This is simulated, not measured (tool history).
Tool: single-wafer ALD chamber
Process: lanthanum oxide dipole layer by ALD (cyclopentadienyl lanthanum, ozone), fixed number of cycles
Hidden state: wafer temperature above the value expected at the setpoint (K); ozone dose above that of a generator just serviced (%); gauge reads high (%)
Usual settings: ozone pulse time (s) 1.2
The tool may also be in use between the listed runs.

| run | day | ozone pulse time (s) | wafers since the last listed run | hours since the last thermocouple change | hours since the last ozone generator service | hours since the showerhead was replaced | hours since the gauge calibration | read-back reference wafer on the same gauge, thickness_nm | mean film thickness on the monitor wafer (nm) |
|---|---|---|---|---|---|---|---|---|---|
| 1 | 0 | 1.34 | 0 | 1401 | 1234.4 | 4727.1 | 490.7 | 0.593 | 0.524 |
| 2 | 3.129 | 1.34 | 758 | 1476.1 | 1309.5 | 4802.2 | 565.8 | 0.593 | 0.518 |
| 3 | 6.612 | 1.34 | 843 | 1559.7 | 1393.1 | 4885.8 | 649.4 | 0.593 | 0.52 |
| 4 | 10.117 | 1.06 | 848 | 1643.8 | 1477.2 | 4969.9 | 733.5 | 0.594 | 0.489 |
|  | 10.529 | ozone generator serviced |
| 5 | 12.008 | 1.06 | 377 | 1689.2 | 35.5 | 5015.3 | 778.9 | 0.593 | 0.506 |
| 6 | 15.025 | 1.06 | 730 | 1761.6 | 107.9 | 5087.7 | 851.3 | 0.594 | 0.505 |
| 7 | 18.838 | 1.2 | 923 | 1853.1 | 199.4 | 5179.2 | 942.8 | 0.592 | 0.519 |
| 8 | 21.946 | 1.2 | 752 | 1927.7 | 274 | 5253.8 | 1017.4 | 0.593 | 0.516 |
| 9 | 24.817 | 1.2 | 695 | 1996.6 | 342.9 | 5322.7 | 1086.3 | 0.593 | 0.522 |
| 10 | 27.358 | 1.2 | 615 | 2057.6 | 403.9 | 5383.7 | 1147.3 | 0.593 | 0.515 |
| 11 | 29.329 | 1.2 | 477 | 2104.9 | 451.2 | 5431 | 1194.6 | 0.592 | 0.511 |
|  | 29.738 | thermocouple changed; heater temperature recalibrated |
| 12 | 33.208 | 1.2 | 858 | 83.3 | 544.3 | 5524.1 | 1287.7 | 0.593 | 0.518 |
| 13 | 34.758 | 1.05 | 375 | 120.5 | 581.5 | 5561.3 | 1324.9 | 0.592 | 0.506 |
| 14 | 36.65 | 1.2 | 458 | 165.9 | 626.9 | 5606.7 | 1370.3 | 0.593 | 0.51 |
|  | 40.212 | gauge calibrated |
| 15 | 40.804 | 1.36 | 1006 | 265.6 | 726.6 | 5706.4 | 14.2 | 0.593 | 0.524 |
|  | 45.092 | showerhead replaced |
| 16 | 45.112 | 1.39 | 962 | 369 | 830 | 0.5 | 117.6 | 0.593 | 0.523 |
| 17 | 47.975 | 1.4 | 693 | 437.7 | 898.7 | 69.2 | 186.3 | 0.594 | 0.533 |
| 18 | 50.904 | 0.78 | 709 | 508 | 969 | 139.5 | 256.6 | 0.593 | 0.464 |
| 19 | 53.788 | 1.2 | 698 | 577.2 | 1038.2 | 208.7 | 325.8 | 0.593 | 0.51 |
| 20 | 57.558 | 0.94 | 913 | 667.7 | 1128.7 | 299.2 | 416.3 | 0.593 | 0.477 |
| 21 | 60.154 | 0.82 | 628 | 730 | 1191 | 361.5 | 478.6 | 0.592 | 0.459 |
| 22 | 61.708 | 0.94 | 376 | 767.3 | 1228.3 | 398.8 | 515.9 | 0.593 | 0.473 |
| 23 | 68.983 | 1.56 | 1762 | 941.9 | 1402.9 | 573.4 | 690.5 | 0.593 | 0.522 |
|  | 70.321 | ozone generator serviced |
| 24 | 72.542 | 1.34 | 781 | 1027.3 | 53.3 | 658.8 | 775.9 | 0.593 | 0.532 |
| 25 | 77.033 | 0.82 | 1088 | 1135.1 | 161.1 | 766.6 | 883.7 | 0.593 | 0.473 |
| 26 | 80.996 | 1.37 | 959 | 1230.2 | 256.2 | 861.7 | 978.8 | 0.594 | 0.534 |
| 27 | 82.879 | 0.84 | 456 | 1275.4 | 301.4 | 906.9 | 1024 | 0.593 | 0.486 |
| 28 | 86.767 | 1.2 | 941 | 1368.7 | 394.7 | 1000.2 | 1117.3 | 0.594 | 0.516 |
| 29 | 88.729 | 0.79 | 475 | 1415.8 | 441.8 | 1047.3 | 1164.4 | 0.593 | 0.474 |

What the log doesn't show, run by run:
wafer temperature above the value expected at the setpoint (K): 0 in every run
gauge reads high (%): 0 in every run
H1: ozone dose above that of a generator just serviced (%)
| run | H1 |
|---|---|
| 1 | -13.9 |
| 2 | -15.7 |
| 3 | -17.7 |
| 4 | -19.9 |
| 5 | -3.27 |
| 6 | -3.36 |
| 7 | -3.62 |
| 8 | -3.94 |
| 9 | -4.33 |
| 10 | -4.74 |
| 11 | -5.11 |
| 12 | -5.95 |
| 13 | -6.33 |
| 14 | -6.82 |
| 15 | -8.05 |
| 16 | -9.51 |
| 17 | -10.6 |
| 18 | -11.8 |
| 19 | -13 |
| 20 | -14.8 |
| 21 | -16.1 |
| 22 | -17 |
| 23 | -21.1 |
| 24 | -1.86 |
| 25 | -2.07 |
| 26 | -2.43 |
| 27 | -2.66 |
| 28 | -3.25 |
| 29 | -3.61 |
